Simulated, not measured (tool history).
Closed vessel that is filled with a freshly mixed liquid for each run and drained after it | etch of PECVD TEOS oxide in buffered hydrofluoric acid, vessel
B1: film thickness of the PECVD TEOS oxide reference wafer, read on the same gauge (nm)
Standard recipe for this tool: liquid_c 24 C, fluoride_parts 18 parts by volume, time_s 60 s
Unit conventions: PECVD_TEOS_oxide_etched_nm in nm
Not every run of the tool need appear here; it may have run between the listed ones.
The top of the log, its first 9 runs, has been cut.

run 10 hour=159.3 | liquid_c=24 fluoride_parts=18 time_s=60 | B1=129.97 | PECVD_TEOS_oxide_etched_nm=147.5
run 11 hour=169.6 | liquid_c=24 fluoride_parts=18 time_s=60 | B1=129.98 | PECVD_TEOS_oxide_etched_nm=150.1
run 12 hour=184.8 | liquid_c=23 fluoride_parts=18 time_s=60 | B1=130 | PECVD_TEOS_oxide_etched_nm=138.76
-- hour=202.5 hydrofluoric acid flow meter replaced
-- hour=202.6 thermometer replaced
run 13 hour=220.1 | liquid_c=24 fluoride_parts=20.5 time_s=60 | B1=130.01 | PECVD_TEOS_oxide_etched_nm=118.18
run 14 hour=226.4 | liquid_c=25.5 fluoride_parts=18 time_s=35 | B1=129.98 | PECVD_TEOS_oxide_etched_nm=84.19
run 15 hour=241.7 | liquid_c=25.5 fluoride_parts=18 time_s=35 | B1=129.95 | PECVD_TEOS_oxide_etched_nm=83.34
run 16 hour=280.4 | liquid_c=25.5 fluoride_parts=18 time_s=35 | B1=129.96 | PECVD_TEOS_oxide_etched_nm=85.42
run 17 hour=289.8 | liquid_c=22.5 fluoride_parts=20.5 time_s=40 | B1=130.04 | PECVD_TEOS_oxide_etched_nm=72.47
run 18 hour=306 | liquid_c=20 fluoride_parts=24 time_s=70 | B1=129.97 | PECVD_TEOS_oxide_etched_nm=99.25
run 19 hour=320.8 | liquid_c=21 fluoride_parts=15 time_s=95 | B1=130 | PECVD_TEOS_oxide_etched_nm=214.73
run 20 hour=327.4 | liquid_c=24 fluoride_parts=18 time_s=60 | B1=130 | PECVD_TEOS_oxide_etched_nm=133.39
run 21 hour=339.6 | liquid_c=20.5 fluoride_parts=12.5 time_s=75 | B1=130 | PECVD_TEOS_oxide_etched_nm=197.08
run 22 hour=350.1 | liquid_c=24 fluoride_parts=14 time_s=60 | B1=129.98 | PECVD_TEOS_oxide_etched_nm=170.94
-- hour=357.3 gauge calibrated
run 23 hour=357.8 | liquid_c=22 fluoride_parts=21 time_s=90 | B1=129.99 | PECVD_TEOS_oxide_etched_nm=154.88
run 24 hour=375.3 | liquid_c=24 fluoride_parts=18 time_s=30 | B1=130.02 | PECVD_TEOS_oxide_etched_nm=67.54
run 25 hour=392.7 | liquid_c=24 fluoride_parts=18 time_s=60 | B1=129.95 | PECVD_TEOS_oxide_etched_nm=135.95
run 26 hour=399.2 | liquid_c=24 fluoride_parts=18 time_s=80 | B1=129.97 | PECVD_TEOS_oxide_etched_nm=180.74
run 27 hour=417.1 | liquid_c=24 fluoride_parts=18 time_s=60 | B1=130.01 | PECVD_TEOS_oxide_etched_nm=134.58
run 28 hour=429.6 | liquid_c=24 fluoride_parts=11.5 time_s=50 | B1=130.03 | PECVD_TEOS_oxide_etched_nm=171.59
run 29 hour=442.3 | liquid_c=22.5 fluoride_parts=20.5 time_s=40 | B1=130.02 | PECVD_TEOS_oxide_etched_nm=71.7
run 30 hour=452.5 | liquid_c=28 fluoride_parts=21 time_s=45 | B1=130.06 | PECVD_TEOS_oxide_etched_nm=109.7
run 31 hour=461.4 | liquid_c=24 fluoride_parts=13.5 time_s=75 | B1=129.96 | PECVD_TEOS_oxide_etched_nm=223.82
run 32 hour=467.4 | liquid_c=20 fluoride_parts=24 time_s=70 | B1=130 | PECVD_TEOS_oxide_etched_nm=99.7
run 33 hour=480.6 | liquid_c=24 fluoride_parts=18 time_s=60 | B1=129.97 | PECVD_TEOS_oxide_etched_nm=135.35

Branching from run 33: 4 alternative next runs. What would each branch give?
run A hour=481.3 | liquid_c=28 fluoride_parts=18 time_s=60 | B1=? | PECVD_TEOS_oxide_etched_nm=?
run B hour=481.3 | liquid_c=19.5 fluoride_parts=18 time_s=60 | B1=? | PECVD_TEOS_oxide_etched_nm=?
run C hour=481.3 | liquid_c=28.5 fluoride_parts=24.5 time_s=35 | B1=? | PECVD_TEOS_oxide_etched_nm=?
run D hour=481.3 | liquid_c=24 fluoride_parts=18 time_s=50 | B1=? | PECVD_TEOS_oxide_etched_nm=?

run=A B1=130.06 PECVD_TEOS_oxide_etched_nm=164.33
run=B B1=130.06 PECVD_TEOS_oxide_etched_nm=103.15
run=C B1=130.06 PECVD_TEOS_oxide_etched_nm=76.63
run=D B1=130.06 PECVD_TEOS_oxide_etched_nm=110.34
Without the tool's hidden state the same runs would have given:
run=A PECVD_TEOS_oxide_etched_nm=160.09
run=B PECVD_TEOS_oxide_etched_nm=100.48
run=C PECVD_TEOS_oxide_etched_nm=75.25
run=D PECVD_TEOS_oxide_etched_nm=107.49

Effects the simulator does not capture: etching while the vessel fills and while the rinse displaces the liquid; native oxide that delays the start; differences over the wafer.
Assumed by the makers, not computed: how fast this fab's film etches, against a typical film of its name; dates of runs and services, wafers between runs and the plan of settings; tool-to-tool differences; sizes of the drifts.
